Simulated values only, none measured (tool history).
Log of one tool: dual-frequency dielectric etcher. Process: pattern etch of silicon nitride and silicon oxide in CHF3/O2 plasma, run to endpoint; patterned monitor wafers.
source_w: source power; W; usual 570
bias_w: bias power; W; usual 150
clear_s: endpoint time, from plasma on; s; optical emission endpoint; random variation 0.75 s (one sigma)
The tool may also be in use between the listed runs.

run	hour	source_w	bias_w	wafers since the last listed run	hours since the last wet clean	hours since the last source power generator calibration	hours since the last bias power generator calibration	hours since the last upper electrode change	incoming incoming film thickness, nm	clear_s
1	0	570	150	0	304.7	2293.6	2038	3219.8	295.3	253
2	55.9	570	150	471	360.6	2349.5	2093.9	3275.7	294.6	252.1
# hour 99.6: wet clean of the chamber
3	102.7	570	164	192	3.1	2396.3	2140.7	3322.5	294	243.6
4	139.6	670	128	311	40	2433.2	2177.6	3359.4	301.6	251.8
5	166.9	670	128	230	67.3	2460.5	2204.9	3386.7	294.8	246.8
6	198.5	570	139	266	98.9	2492.1	2236.5	3418.3	293.9	253.7
7	223.3	570	139	209	123.7	2516.9	2261.3	3443.1	292.8	253
# hour 253.6: source power generator calibrated
8	254.3	570	188	227	154.7	0.7	2292.3	3474.1	296.1	239.3
9	439.2	710	181	1559	339.6	185.6	2477.2	3659	294.1	227.5
# hour 491.3: bias power generator calibrated
10	497.4	480	150	457	397.8	243.8	6.1	3717.2	293.7	265.7
# hour 527.7: wet clean of the chamber
# hour 544.6: upper electrode replaced
11	552.5	620	150	120	24.8	298.9	61.2	7.9	296.7	243.7
12	605.1	680	150	443	77.4	351.5	113.8	60.5	296.4	238.4
13	674.9	510	134	588	147.2	421.3	183.6	130.3	293	263.9
14	713.1	570	150	322	185.4	459.5	221.8	168.5	292.6	249.9

Forecast each of these 4 alternatives for the next run:
A	713.6	570	150	4	185.9	460	222.3	169	298.8	?
B	713.6	570	187	4	185.9	460	222.3	169	298.8	?
C	713.6	630	173	4	185.9	460	222.3	169	298.8	?
D	713.6	570	177	4	185.9	460	222.3	169	298.8	?

run	clear_s
A	254.4
B	241.8
C	239.6
D	245
Without the tool's hidden state the same runs would have given:
run	clear_s
A	252.7
B	240.1
C	238
D	243.3
